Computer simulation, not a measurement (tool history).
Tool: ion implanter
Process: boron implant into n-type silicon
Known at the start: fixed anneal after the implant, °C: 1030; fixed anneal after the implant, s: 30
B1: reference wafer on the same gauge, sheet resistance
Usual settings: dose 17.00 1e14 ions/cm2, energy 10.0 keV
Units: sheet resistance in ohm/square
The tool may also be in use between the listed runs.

run 1 day=0.000 | dose=17.00 energy=10.0 | B1=89.06 | sheet_resistance=104.55
run 2 day=1.112 | dose=17.00 energy=10.0 | B1=88.99 | sheet_resistance=104.12
run 3 day=2.579 | dose=17.00 energy=10.0 | B1=89.02 | sheet_resistance=104.47
run 4 day=3.646 | dose=19.36 energy=10.0 | B1=88.99 | sheet_resistance=99.33
run 5 day=4.604 | dose=19.36 energy=10.0 | B1=89.02 | sheet_resistance=99.19
run 6 day=5.196 | dose=17.00 energy=10.0 | B1=88.98 | sheet_resistance=103.81
run 7 day=6.096 | dose=17.00 energy=10.0 | B1=89.04 | sheet_resistance=104.03
run 8 day=10.308 | dose=20.43 energy=10.0 | B1=89.05 | sheet_resistance=96.71
run 9 day=11.167 | dose=20.43 energy=10.0 | B1=88.97 | sheet_resistance=96.87
run 10 day=11.904 | dose=17.00 energy=10.0 | B1=89.03 | sheet_resistance=103.99
run 11 day=12.512 | dose=17.00 energy=10.0 | B1=88.91 | sheet_resistance=103.20
run 12 day=13.550 | dose=17.00 energy=10.0 | B1=88.86 | sheet_resistance=103.62
run 13 day=14.938 | dose=17.00 energy=10.0 | B1=89.07 | sheet_resistance=103.91
run 14 day=15.796 | dose=17.00 energy=10.0 | B1=88.98 | sheet_resistance=102.96
run 15 day=17.042 | dose=17.00 energy=10.0 | B1=89.07 | sheet_resistance=103.30
run 16 day=18.329 | dose=17.00 energy=10.0 | B1=88.97 | sheet_resistance=103.48
run 17 day=19.417 | dose=20.13 energy=10.0 | B1=88.91 | sheet_resistance=96.93
run 18 day=20.325 | dose=17.00 energy=10.0 | B1=89.03 | sheet_resistance=102.90
-- day=20.700 extraction supply calibrated
run 19 day=21.629 | dose=12.75 energy=11.5 | B1=88.96 | sheet_resistance=115.38
-- day=23.188 Faraday cup replaced and dose calibrated
run 20 day=23.208 | dose=17.00 energy=10.0 | B1=89.04 | sheet_resistance=103.99
run 21 day=23.692 | dose=11.96 energy=7.0 | B1=88.99 | sheet_resistance=136.93
run 22 day=25.112 | dose=15.71 energy=6.5 | B1=88.96 | sheet_resistance=123.64
run 23 day=25.821 | dose=17.00 energy=10.0 | B1=89.01 | sheet_resistance=104.73
-- day=26.033 gauge calibrated
run 24 day=27.304 | dose=13.06 energy=12.0 | B1=89.06 | sheet_resistance=115.18
run 25 day=28.046 | dose=13.36 energy=13.0 | B1=89.07 | sheet_resistance=111.45
run 26 day=29.021 | dose=20.72 energy=12.5 | B1=88.98 | sheet_resistance=88.48
run 27 day=31.392 | dose=14.20 energy=12.0 | B1=88.93 | sheet_resistance=108.18
run 28 day=32.454 | dose=17.00 energy=10.0 | B1=89.01 | sheet_resistance=103.78
run 29 day=33.488 | dose=17.00 energy=10.0 | B1=89.04 | sheet_resistance=104.33
run 30 day=34.875 | dose=12.93 energy=11.0 | B1=89.08 | sheet_resistance=117.60

Forecast each of these 4 alternatives for the next run:
run A day=34.892 | dose=17.00 energy=10.0 | B1=? | sheet_resistance=?
run B day=34.892 | dose=12.12 energy=12.0 | B1=? | sheet_resistance=?
run C day=34.892 | dose=17.00 energy=8.0 | B1=? | sheet_resistance=?
run D day=34.892 | dose=15.55 energy=12.0 | B1=? | sheet_resistance=?

run=A B1=89.00 sheet_resistance=103.62
run=B B1=89.00 sheet_resistance=119.62
run=C B1=89.00 sheet_resistance=111.93
run=D B1=89.00 sheet_resistance=102.39
Without the tool's hidden state the same runs would have given:
run=A sheet_resistance=104.49
run=B sheet_resistance=121.25
run=C sheet_resistance=112.69
run=D sheet_resistance=103.50
